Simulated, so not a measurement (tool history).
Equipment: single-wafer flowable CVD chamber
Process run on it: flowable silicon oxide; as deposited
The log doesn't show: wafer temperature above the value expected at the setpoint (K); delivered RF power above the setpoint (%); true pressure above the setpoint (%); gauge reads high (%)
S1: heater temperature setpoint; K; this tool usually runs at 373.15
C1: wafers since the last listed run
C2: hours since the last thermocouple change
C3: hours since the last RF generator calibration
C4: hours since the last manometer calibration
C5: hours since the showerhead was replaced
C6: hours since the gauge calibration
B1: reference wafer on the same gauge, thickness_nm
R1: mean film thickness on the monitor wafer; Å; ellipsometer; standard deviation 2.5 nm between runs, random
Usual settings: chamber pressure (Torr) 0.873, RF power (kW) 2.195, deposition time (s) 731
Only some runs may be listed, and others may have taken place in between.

{"run": 1, "hour": 0.0, "S1": 379.15, "chamber pressure (Torr)": 0.873, "RF power (kW)": 2.195, "deposition time (s)": 731, "C1": 0, "C2": 2757.9, "C3": 1113.4, "C4": 810.2, "C5": 5673.5, "C6": 108, "B1": 481.132, "R1": 3848.84}
{"hour": 11.1, "done": "capacitance manometer re-zeroed and calibrated"}
{"hour": 22.0, "done": "RF generator calibrated"}
{"run": 2, "hour": 22.5, "S1": 373.15, "chamber pressure (Torr)": 0.873, "RF power (kW)": 2.195, "deposition time (s)": 731, "C1": 19, "C2": 2780.4, "C3": 0.5, "C4": 11.4, "C5": 5696, "C6": 130.5, "B1": 482.157, "R1": 4694}
{"run": 3, "hour": 28.9, "S1": 373.15, "chamber pressure (Torr)": 0.873, "RF power (kW)": 2.195, "deposition time (s)": 731, "C1": 19, "C2": 2786.8, "C3": 6.9, "C4": 17.8, "C5": 5702.4, "C6": 136.9, "B1": 481.853, "R1": 4707.98}
{"run": 4, "hour": 36.2, "S1": 373.15, "chamber pressure (Torr)": 0.873, "RF power (kW)": 2.195, "deposition time (s)": 731, "C1": 21, "C2": 2794.1, "C3": 14.2, "C4": 25.1, "C5": 5709.7, "C6": 144.2, "B1": 480.685, "R1": 4646.18}
{"run": 5, "hour": 53.8, "S1": 373.15, "chamber pressure (Torr)": 0.873, "RF power (kW)": 2.535, "deposition time (s)": 731, "C1": 52, "C2": 2811.7, "C3": 31.8, "C4": 42.7, "C5": 5727.3, "C6": 161.8, "B1": 480.144, "R1": 4757.05}
{"run": 6, "hour": 66.6, "S1": 373.15, "chamber pressure (Torr)": 0.873, "RF power (kW)": 2.535, "deposition time (s)": 731, "C1": 38, "C2": 2824.5, "C3": 44.6, "C4": 55.5, "C5": 5740.1, "C6": 174.6, "B1": 482.21, "R1": 4793.78}
{"run": 7, "hour": 80.3, "S1": 373.15, "chamber pressure (Torr)": 0.873, "RF power (kW)": 2.535, "deposition time (s)": 731, "C1": 41, "C2": 2838.2, "C3": 58.3, "C4": 69.2, "C5": 5753.8, "C6": 188.3, "B1": 481.508, "R1": 4800.87}
{"run": 8, "hour": 89.6, "S1": 373.15, "chamber pressure (Torr)": 0.873, "RF power (kW)": 2.195, "deposition time (s)": 731, "C1": 27, "C2": 2847.5, "C3": 67.6, "C4": 78.5, "C5": 5763.1, "C6": 197.6, "B1": 481.114, "R1": 4692.24}
{"run": 9, "hour": 99.6, "S1": 373.15, "chamber pressure (Torr)": 0.873, "RF power (kW)": 2.49, "deposition time (s)": 731, "C1": 30, "C2": 2857.5, "C3": 77.6, "C4": 88.5, "C5": 5773.1, "C6": 207.6, "B1": 481.437, "R1": 4796.81}
{"hour": 112.8, "done": "thermocouple changed; heater temperature recalibrated"}
{"run": 10, "hour": 113.3, "S1": 364.15, "chamber pressure (Torr)": 0.873, "RF power (kW)": 2.195, "deposition time (s)": 731, "C1": 17, "C2": 0.5, "C3": 91.3, "C4": 102.2, "C5": 5786.8, "C6": 221.3, "B1": 482.39, "R1": 6612.42}
{"run": 11, "hour": 117.8, "S1": 373.15, "chamber pressure (Torr)": 0.873, "RF power (kW)": 2.195, "deposition time (s)": 731, "C1": 13, "C2": 5, "C3": 95.8, "C4": 106.7, "C5": 5791.3, "C6": 225.8, "B1": 481.221, "R1": 4711.09}
{"hour": 126.7, "done": "showerhead replaced"}
{"run": 12, "hour": 129.4, "S1": 373.15, "chamber pressure (Torr)": 0.796, "RF power (kW)": 2.195, "deposition time (s)": 731, "C1": 10, "C2": 16.6, "C3": 107.4, "C4": 118.3, "C5": 2.7, "C6": 237.4, "B1": 480.807, "R1": 4308.98}
{"run": 13, "hour": 145.8, "S1": 373.15, "chamber pressure (Torr)": 0.873, "RF power (kW)": 1.95, "deposition time (s)": 731, "C1": 49, "C2": 33, "C3": 123.8, "C4": 134.7, "C5": 19.1, "C6": 253.8, "B1": 481.13, "R1": 4591.41}
{"run": 14, "hour": 159.1, "S1": 361.15, "chamber pressure (Torr)": 0.688, "RF power (kW)": 1.89, "deposition time (s)": 589, "C1": 39, "C2": 46.3, "C3": 137.1, "C4": 148, "C5": 32.4, "C6": 267.1, "B1": 480.928, "R1": 4503.1}
{"run": 15, "hour": 169.6, "S1": 373.15, "chamber pressure (Torr)": 0.873, "RF power (kW)": 2.195, "deposition time (s)": 731, "C1": 31, "C2": 56.8, "C3": 147.6, "C4": 158.5, "C5": 42.9, "C6": 277.6, "B1": 481.081, "R1": 4680.59}
{"run": 16, "hour": 176.6, "S1": 373.15, "chamber pressure (Torr)": 0.873, "RF power (kW)": 2.39, "deposition time (s)": 731, "C1": 21, "C2": 63.8, "C3": 154.6, "C4": 165.5, "C5": 49.9, "C6": 284.6, "B1": 481.782, "R1": 4785.11}
{"run": 17, "hour": 194.2, "S1": 373.15, "chamber pressure (Torr)": 0.873, "RF power (kW)": 2.195, "deposition time (s)": 731, "C1": 52, "C2": 81.4, "C3": 172.2, "C4": 183.1, "C5": 67.5, "C6": 302.2, "B1": 480.932, "R1": 4705.91}
{"hour": 200.7, "done": "gauge calibrated"}
{"run": 18, "hour": 206.6, "S1": 379.15, "chamber pressure (Torr)": 1.042, "RF power (kW)": 2.195, "deposition time (s)": 864, "C1": 37, "C2": 93.8, "C3": 184.6, "C4": 195.5, "C5": 79.9, "C6": 5.9, "B1": 480.793, "R1": 5310.07}
{"run": 19, "hour": 219.2, "S1": 369.15, "chamber pressure (Torr)": 0.935, "RF power (kW)": 1.985, "deposition time (s)": 587, "C1": 37, "C2": 106.4, "C3": 197.2, "C4": 208.1, "C5": 92.5, "C6": 18.5, "B1": 482.39, "R1": 4625.85}
{"run": 20, "hour": 232.0, "S1": 373.15, "chamber pressure (Torr)": 0.873, "RF power (kW)": 2.195, "deposition time (s)": 731, "C1": 38, "C2": 119.2, "C3": 210, "C4": 220.9, "C5": 105.3, "C6": 31.3, "B1": 481.302, "R1": 4749.99}
{"run": 21, "hour": 243.1, "S1": 358.15, "chamber pressure (Torr)": 0.873, "RF power (kW)": 2.44, "deposition time (s)": 731, "C1": 33, "C2": 130.3, "C3": 221.1, "C4": 232, "C5": 116.4, "C6": 42.4, "B1": 481.707, "R1": 8307.43}
{"run": 22, "hour": 258.7, "S1": 373.15, "chamber pressure (Torr)": 0.711, "RF power (kW)": 2.195, "deposition time (s)": 786, "C1": 46, "C2": 145.9, "C3": 236.7, "C4": 247.6, "C5": 132, "C6": 58, "B1": 481.405, "R1": 4162.15}
{"run": 23, "hour": 273.9, "S1": 360.15, "chamber pressure (Torr)": 0.873, "RF power (kW)": 2.195, "deposition time (s)": 731, "C1": 45, "C2": 161.1, "C3": 251.9, "C4": 262.8, "C5": 147.2, "C6": 73.2, "B1": 480.234, "R1": 7576.92}
{"run": 24, "hour": 285.7, "S1": 373.15, "chamber pressure (Torr)": 0.873, "RF power (kW)": 2.195, "deposition time (s)": 731, "C1": 35, "C2": 172.9, "C3": 263.7, "C4": 274.6, "C5": 159, "C6": 85, "B1": 481.2, "R1": 4772.56}
{"run": 25, "hour": 291.8, "S1": 373.15, "chamber pressure (Torr)": 0.873, "RF power (kW)": 2.195, "deposition time (s)": 731, "C1": 18, "C2": 179, "C3": 269.8, "C4": 280.7, "C5": 165.1, "C6": 91.1, "B1": 480.479, "R1": 4758.67}
{"run": 26, "hour": 303.1, "S1": 373.15, "chamber pressure (Torr)": 1.007, "RF power (kW)": 2.195, "deposition time (s)": 731, "C1": 33, "C2": 190.3, "C3": 281.1, "C4": 292, "C5": 176.4, "C6": 102.4, "B1": 480.29, "R1": 5443.12}
{"run": 27, "hour": 313.3, "S1": 373.15, "chamber pressure (Torr)": 0.873, "RF power (kW)": 2.195, "deposition time (s)": 731, "C1": 30, "C2": 200.5, "C3": 291.3, "C4": 302.2, "C5": 186.6, "C6": 112.6, "B1": 480.751, "R1": 4776.45}
{"run": 28, "hour": 325.5, "S1": 373.15, "chamber pressure (Torr)": 0.748, "RF power (kW)": 2.195, "deposition time (s)": 731, "C1": 36, "C2": 212.7, "C3": 303.5, "C4": 314.4, "C5": 198.8, "C6": 124.8, "B1": 480.915, "R1": 4118.84}

Exercise: give the hidden state of the tool at every run:
wafer temperature above the value expected at the setpoint (K): 0 on each run
delivered RF power above the setpoint (%): 0 on each run
gauge reads high (%): 0 on each run
H1: true pressure above the setpoint (%)
run=1 H1=4.29
run=2 H1=0.789
run=3 H1=0.832
run=4 H1=0.88
run=5 H1=0.997
run=6 H1=1.08
run=7 H1=1.17
run=8 H1=1.23
run=9 H1=1.3
run=10 H1=1.39
run=11 H1=1.42
run=12 H1=1.5
run=13 H1=1.61
run=14 H1=1.69
run=15 H1=1.76
run=16 H1=1.81
run=17 H1=1.93
run=18 H1=2.01
run=19 H1=2.09
run=20 H1=2.18
run=21 H1=2.25
run=22 H1=2.35
run=23 H1=2.45
run=24 H1=2.53
run=25 H1=2.57
run=26 H1=2.65
run=27 H1=2.72
run=28 H1=2.8

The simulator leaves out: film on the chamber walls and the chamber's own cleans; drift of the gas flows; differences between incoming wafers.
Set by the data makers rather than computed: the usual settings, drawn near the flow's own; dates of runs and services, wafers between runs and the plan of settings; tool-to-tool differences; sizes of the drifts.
